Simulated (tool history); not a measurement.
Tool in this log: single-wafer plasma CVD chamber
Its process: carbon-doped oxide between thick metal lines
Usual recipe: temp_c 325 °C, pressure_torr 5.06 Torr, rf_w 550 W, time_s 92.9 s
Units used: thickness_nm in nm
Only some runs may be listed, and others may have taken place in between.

| run | hour | temp_c | pressure_torr | rf_w | time_s | read-back reference wafer on the same gauge, thickness_nm | thickness_nm |
|---|---|---|---|---|---|---|---|
| 1 | 0.0 | 325 | 5.06 | 480 | 92.9 | 603.148 | 498.495 |
| 2 | 24.6 | 325 | 5.06 | 520 | 99.8 | 600.852 | 558.294 |
|  | 39.4 | RF generator calibrated |
|  | 71.1 | showerhead replaced |
| 3 | 76.9 | 325 | 5.06 | 520 | 99.8 | 602.169 | 555.321 |
| 4 | 114.8 | 314 | 5.06 | 550 | 92.9 | 601.438 | 551.057 |
|  | 165.0 | thermocouple changed; heater temperature recalibrated |
| 5 | 175.4 | 314 | 5.06 | 550 | 92.9 | 601.733 | 551.449 |
| 6 | 201.5 | 325 | 5.06 | 505 | 92.9 | 601.830 | 509.251 |
| 7 | 258.5 | 325 | 5.06 | 550 | 92.9 | 601.762 | 534.143 |
| 8 | 294.3 | 325 | 5.06 | 550 | 92.9 | 601.384 | 534.159 |
| 9 | 326.7 | 314 | 5.06 | 550 | 92.9 | 602.197 | 552.347 |
| 10 | 373.2 | 330 | 5.92 | 645 | 84.2 | 601.905 | 528.782 |
|  | 375.4 | gauge calibrated |
| 11 | 414.5 | 339 | 3.94 | 595 | 102.0 | 601.568 | 574.089 |
| 12 | 469.7 | 335 | 5.80 | 550 | 92.9 | 601.726 | 527.109 |
| 13 | 521.5 | 325 | 4.67 | 550 | 92.9 | 602.491 | 525.949 |
| 14 | 560.0 | 325 | 4.65 | 550 | 108.8 | 602.193 | 614.873 |
| 15 | 601.7 | 325 | 5.06 | 480 | 92.9 | 601.369 | 497.991 |
| 16 | 668.5 | 325 | 5.06 | 550 | 92.9 | 602.661 | 536.092 |
| 17 | 698.6 | 314 | 5.06 | 550 | 92.9 | 602.405 | 552.048 |
| 18 | 768.1 | 337 | 5.06 | 550 | 92.9 | 602.148 | 518.998 |
| 19 | 808.9 | 325 | 5.06 | 615 | 87.5 | 602.133 | 531.683 |
| 20 | 841.7 | 316 | 4.24 | 490 | 88.1 | 601.813 | 482.184 |
| 21 | 882.3 | 325 | 5.06 | 550 | 92.9 | 602.300 | 535.855 |
| 22 | 945.9 | 315 | 4.31 | 640 | 100.7 | 601.868 | 630.478 |
| 23 | 1002.7 | 316 | 6.29 | 550 | 92.9 | 601.742 | 558.824 |
| 24 | 1033.2 | 325 | 5.06 | 550 | 92.9 | 602.544 | 533.415 |
| 25 | 1078.5 | 325 | 5.06 | 550 | 79.0 | 600.925 | 456.296 |
| 26 | 1134.7 | 325 | 5.06 | 550 | 85.6 | 602.200 | 493.501 |
| 27 | 1179.4 | 325 | 5.06 | 550 | 92.9 | 601.889 | 531.854 |
| 28 | 1244.4 | 335 | 3.94 | 550 | 92.9 | 602.514 | 506.815 |

What if the next run were any one of these 5? Each begins from the tool's condition after run 28:
| A | 1244.8 | 325 | 5.06 | 550 | 79.3 | ? | ? |
| B | 1244.8 | 336 | 5.87 | 450 | 110.1 | ? | ? |
| C | 1244.8 | 316 | 5.06 | 510 | 97.9 | ? | ? |
| D | 1244.8 | 338 | 5.53 | 450 | 83.7 | ? | ? |
| E | 1244.8 | 325 | 5.06 | 590 | 92.9 | ? | ? |

| run | read-back reference wafer on the same gauge, thickness_nm | thickness_nm |
|---|---|---|
| A | 601.541 | 455.806 |
| B | 601.541 | 560.559 |
| C | 601.541 | 555.292 |
| D | 601.541 | 422.021 |
| E | 601.541 | 553.043 |
With the hidden condition removed and each run's random variation left untouched, the same runs would have given:
| run | thickness_nm |
|---|---|
| A | 455.806 |
| B | 560.559 |
| C | 555.292 |
| D | 422.021 |
| E | 553.043 |

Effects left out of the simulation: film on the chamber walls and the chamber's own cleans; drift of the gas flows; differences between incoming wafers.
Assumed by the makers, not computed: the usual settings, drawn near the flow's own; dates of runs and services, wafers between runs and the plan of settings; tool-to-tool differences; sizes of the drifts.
